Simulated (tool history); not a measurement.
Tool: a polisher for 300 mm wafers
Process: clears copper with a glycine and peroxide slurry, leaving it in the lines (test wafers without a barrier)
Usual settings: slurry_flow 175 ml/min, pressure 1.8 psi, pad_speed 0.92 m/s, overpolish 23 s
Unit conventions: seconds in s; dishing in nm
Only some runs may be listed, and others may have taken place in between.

run     day  slurry_flow  pressure  pad_speed  overpolish  incoming thickness of the incoming film, nm  seconds  dishing
  1       0          175         2       0.92          12                                        391.7    106.5     30.8
  2   0.562          175       1.8       0.92          23                                        397.2    114.2     49.6
      1.946  -- worn pad replaced by a new one
  3   1.967          175       1.8       0.92          23                                        393.4    109.1     49.7
  4   3.025          175       1.8       0.92          13                                        398.4      113     31.5
  5   3.992          175       1.8       0.92          13                                        405.7    113.3     30.8
  6   4.792          175       1.8       0.92          23                                        400.1    113.3     50.2
      5.154  -- slurry nozzle cleaned
  7   5.317          175       1.8       0.92          23                                        395.6    112.7     48.9
  8   6.412          175       1.8       0.72          23                                        402.9    131.9     44.7
  9   7.792          140       1.8       0.92          23                                        406.7    112.2     49.2
 10   9.212          175       1.8       0.82          17                                        399.6    120.4       38
      9.433  -- head pressure recalibrated, repeated, since the last time left the tool worse
 11   9.979          175       1.8       0.92          23                                        401.3    101.5     54.1
 12  11.042          120       1.8        1.2          23                                        399.5     89.8       57
     11.271  -- worn pad replaced by a new one
 13  11.754          175       1.8       0.82          17                                        398.9    108.3       41
 14  13.146          175       1.8       0.92          23                                        404.4    101.1     54.1
 15  14.275          175       1.8       0.92          10                                          406    103.9     27.6
 16  15.275          215       1.6       1.14          17                                        391.7     89.4     45.5
 17  16.454          175       2.3       0.92          23                                        400.4     82.4       63
 18  17.554          220       1.8        0.7          23                                        398.1    118.4     47.7
 19  18.717          175       1.8       0.64          36                                        395.9    125.1     64.9
 20  19.362          175       1.8       0.92          23                                        401.3    104.3     55.6
     19.796  -- worn pad replaced by a new one
 21  20.588          230       1.8       0.92          23                                        399.6     95.5     56.6
 22  21.242          175       1.8       0.92          23                                        401.9     99.8     55.6
     21.338  -- slurry nozzle cleaned
 23  22.146          175       2.2       0.92          23                                        401.8     82.5     62.6
 24  22.725          175       2.2       1.06          23                                        398.8     78.2     66.3
 25  23.575          220       1.8       0.92          13                                        398.9     95.1     36.4
 26  24.917          120       1.8        1.2          23                                          396     85.3     59.8
 27  26.112          175       1.8       0.92          23                                        394.3     95.7     55.6
 28  26.762          175       1.8       0.92          23                                        404.4     98.8     56.6
 29  28.033          210       1.4        1.1          23                                        391.8     99.9     53.9
 30  28.946          175       1.8       0.92          23                                        402.8     98.8     57.1
 31  29.662          235       1.8       0.72          12                                        393.1    113.2     29.8
     29.979  -- worn pad replaced by a new one
 32  30.558          175       1.5       0.66          23                                        401.6    140.1     43.2
 33  31.729          175       1.8       0.92          23                                        394.1     97.1     56.4

Alternative continuations, all from the tool just after run 33; predict every row:
  A  31.75          175       1.8       0.92          23                                        405.6        ?        ?
  B  31.75          210       1.8       0.68          12                                        405.6        ?        ?
  C  31.75          145         2       0.74          13                                        405.6        ?        ?
  D  31.75          175       1.4       1.24          23                                        405.6        ?        ?
  E  31.75          175       1.8       0.92          35                                        405.6        ?        ?

run  seconds  dishing
  A     98.8     56.4
  B    120.2     28.8
  C    109.9     33.3
  D     95.4       56
  E     98.8     74.5
Without the tool's hidden state the same runs would have given:
run  seconds  dishing
  A    102.8     54.7
  B    124.6     27.9
  C    114.2     32.2
  D     99.3     54.3
  E    102.8     72.5
